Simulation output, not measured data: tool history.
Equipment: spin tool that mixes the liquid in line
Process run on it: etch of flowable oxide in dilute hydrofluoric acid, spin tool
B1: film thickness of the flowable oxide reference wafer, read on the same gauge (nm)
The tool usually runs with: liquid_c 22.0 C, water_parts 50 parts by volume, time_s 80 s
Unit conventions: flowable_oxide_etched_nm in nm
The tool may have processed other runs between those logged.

Run 1, hour 0.0: usual settings; B1 80.01. Result: flowable_oxide_etched_nm 50.90 nm.
Run 2, hour 9.0: usual settings; B1 80.04. Result: flowable_oxide_etched_nm 50.87 nm.
Run 3, hour 15.6: usual settings; B1 79.99. Result: flowable_oxide_etched_nm 50.69 nm.
Run 4, hour 29.2: usual settings; B1 79.97. Result: flowable_oxide_etched_nm 50.55 nm.
Run 5, hour 36.7: usual settings; B1 79.99. Result: flowable_oxide_etched_nm 50.81 nm.
Run 6, hour 47.0: usual settings; B1 80.04. Result: flowable_oxide_etched_nm 51.03 nm.
Run 7, hour 54.9: usual settings but water_parts 60 parts by volume, time_s 105 s; B1 79.98. Result: flowable_oxide_etched_nm 54.65 nm.
Run 8, hour 65.2: usual settings but water_parts 60 parts by volume, time_s 105 s; B1 80.00. Result: flowable_oxide_etched_nm 54.69 nm.
Run 9, hour 82.7: usual settings but water_parts 35 parts by volume, time_s 120 s; B1 80.00. Result: flowable_oxide_etched_nm 111.36 nm.
Run 10, hour 102.9: usual settings but liquid_c 18.5 C; B1 79.97. Result: flowable_oxide_etched_nm 43.91 nm.
At hour 120.3: gauge calibrated.
At hour 134.4: thermometer replaced.
Run 11, hour 143.8: usual settings but liquid_c 18.5 C, water_parts 40 parts by volume, time_s 115 s; B1 80.02. Result: flowable_oxide_etched_nm 72.76 nm.
Run 12, hour 150.2: usual settings but liquid_c 26.0 C, water_parts 40 parts by volume, time_s 60 s; B1 80.01. Result: flowable_oxide_etched_nm 52.12 nm.
Run 13, hour 166.0: usual settings but time_s 115 s; B1 80.01. Result: flowable_oxide_etched_nm 66.61 nm.
At hour 174.0: hydrofluoric acid flow meter replaced.
Run 14, hour 182.0: usual settings but liquid_c 20.5 C, water_parts 30 parts by volume, time_s 50 s; B1 80.02. Result: flowable_oxide_etched_nm 53.01 nm.
Run 15, hour 194.4: usual settings; B1 79.98. Result: flowable_oxide_etched_nm 52.39 nm.
Run 16, hour 211.7: usual settings but time_s 115 s; B1 80.01. Result: flowable_oxide_etched_nm 75.79 nm.
Run 17, hour 219.7: usual settings but water_parts 30 parts by volume; B1 79.95. Result: flowable_oxide_etched_nm 89.82 nm.

Predict each of these 5 candidate next runs independently; none follows another, all start after run 17:
Run A, hour 220.1: usual settings; B1 ?. Result: flowable_oxide_etched_nm ?.
Run B, hour 220.1: usual settings but liquid_c 25.0 C; B1 ?. Result: flowable_oxide_etched_nm ?.
Run C, hour 220.1: usual settings but liquid_c 19.5 C, time_s 50 s; B1 ?. Result: flowable_oxide_etched_nm ?.
Run D, hour 220.1: usual settings but liquid_c 19.0 C, time_s 120 s; B1 ?. Result: flowable_oxide_etched_nm ?.
Run E, hour 220.1: usual settings but liquid_c 18.0 C, water_parts 65 parts by volume, time_s 40 s; B1 ?. Result: flowable_oxide_etched_nm ?.

run     B1  flowable_oxide_etched_nm
  A  80.00                     52.36
  B  80.00                     59.25
  C  80.00                     29.46
  D  80.00                     69.21
  E  80.00                     16.71
With no hidden state in the tool, these same runs would have given:
run  flowable_oxide_etched_nm
  A                     51.83
  B                     58.67
  C                     29.15
  D                     68.47
  E                     16.54
